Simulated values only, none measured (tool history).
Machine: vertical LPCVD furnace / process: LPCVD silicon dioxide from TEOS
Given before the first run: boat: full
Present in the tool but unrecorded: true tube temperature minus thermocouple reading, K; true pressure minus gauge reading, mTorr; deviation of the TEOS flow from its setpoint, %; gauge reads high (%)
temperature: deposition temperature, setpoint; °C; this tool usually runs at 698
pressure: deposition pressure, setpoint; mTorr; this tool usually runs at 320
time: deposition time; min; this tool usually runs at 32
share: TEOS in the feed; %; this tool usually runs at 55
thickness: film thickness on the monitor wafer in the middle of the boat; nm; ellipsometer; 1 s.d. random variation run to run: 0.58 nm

run	hour	temperature	pressure	time	share	wafers since the last listed run	hours since the last temperature calibration	hours since the pressure gauge was zeroed	hours since the TEOS flow controller was replaced	hours since the gauge calibration	read-back reference wafer on the same gauge, thickness	thickness
1	0	698	320	32	55	0	2515.2	2261	4103	2347.5	188.03	198.59
2	73.1	698	320	32	55	1084	2588.3	2334.1	4176.1	2420.6	188.03	197.02
3	166.2	698	320	32	55	1380	2681.4	2427.2	4269.2	2513.7	188.1	197.79
4	287.3	698	320	32	55	1795	2802.5	2548.3	4390.3	2634.8	187.96	197.77
5	459	698	320	32	55	2546	2974.2	2720	4562	2806.5	188.01	198.06
6	518.2	698	320	32	55	877	3033.4	2779.2	4621.2	2865.7	188.04	198.53
7	557.4	698	275	32	55	581	3072.6	2818.4	4660.4	2904.9	188.07	183.76
8	602.6	698	275	32	55	670	3117.8	2863.6	4705.6	2950.1	188.08	183.01
9	641.9	698	275	32	55	582	3157.1	2902.9	4744.9	2989.4	188.04	183.62
# hour 806.6: thermocouples replaced and temperature profile calibrated
10	809.4	698	320	39.5	55	2128	2.8	3070.4	4912.4	3156.9	188.01	243.47
11	885.1	698	320	39.5	55	1122	78.5	3146.1	4988.1	3232.6	187.96	244.02
# hour 937.2: gauge calibrated
12	1083.3	698	320	39.5	55	2939	276.7	3344.3	5186.3	146.1	188.03	244.26
13	1163.2	705	320	32	55	1184	356.6	3424.2	5266.2	226	187.98	231.99
14	1270	698	320	36	48	1583	463.4	3531	5373	332.8	188.04	209
15	1370	698	320	36	48	1482	563.4	3631	5473	432.8	188.01	207.51
16	1408.8	698	320	36	48	575	602.2	3669.8	5511.8	471.6	188.03	208.07
17	1473.1	698	250	32	45	953	666.5	3734.1	5576.1	535.9	188.05	157.48
18	1527.5	692	320	32	60	806	720.9	3788.5	5630.5	590.3	188.01	179.22
19	1563.6	707	395	32	55	535	757	3824.6	5666.6	626.4	187.97	270.86
# hour 1623.4: pressure gauge zeroed
20	1641.4	698	320	39.5	55	797	834.8	18	5744.4	704.2	187.97	243.61
21	1735.9	690	380	32	47	1401	929.3	112.5	5838.9	798.7	188.1	165.47
22	1810.9	709	280	41	50	1112	1004.3	187.5	5913.9	873.7	187.97	291.34
# hour 1853.5: TEOS flow controller replaced
23	1867.5	698	320	32	55	483	1060.9	244.1	14	930.3	187.94	198.15
24	1947.6	692	320	32	62	1187	1141	324.2	94.1	1010.4	187.98	181.88
25	2022.4	706	290	24	55	1109	1215.8	399	168.9	1085.2	187.95	169.62
26	2082.6	698	320	22	55	892	1276	459.2	229.1	1145.4	187.86	135.69
27	2168.8	698	320	32	55	1278	1362.2	545.4	315.3	1231.6	188	198.6
28	2257.3	707	320	32	61	1312	1450.7	633.9	403.8	1320.1	187.83	257.32
29	2308.6	698	345	32	60	760	1502	685.2	455.1	1371.4	187.8	214.58
30	2383.2	698	320	32	55	1106	1576.6	759.8	529.7	1446	187.93	197.4
31	2450.3	698	320	38	63	995	1643.7	826.9	596.8	1513.1	188.08	251.93
32	2490.3	710	385	40	61	593	1683.7	866.9	636.8	1553.1	188.01	375.52

Give the tool's hidden conditions for every run:
true tube temperature minus thermocouple reading, K: 0 in every run
true pressure minus gauge reading, mTorr: 0 in every run
deviation of the TEOS flow from its setpoint, %: 0 in every run
gauge reads high (%): 0 in every run

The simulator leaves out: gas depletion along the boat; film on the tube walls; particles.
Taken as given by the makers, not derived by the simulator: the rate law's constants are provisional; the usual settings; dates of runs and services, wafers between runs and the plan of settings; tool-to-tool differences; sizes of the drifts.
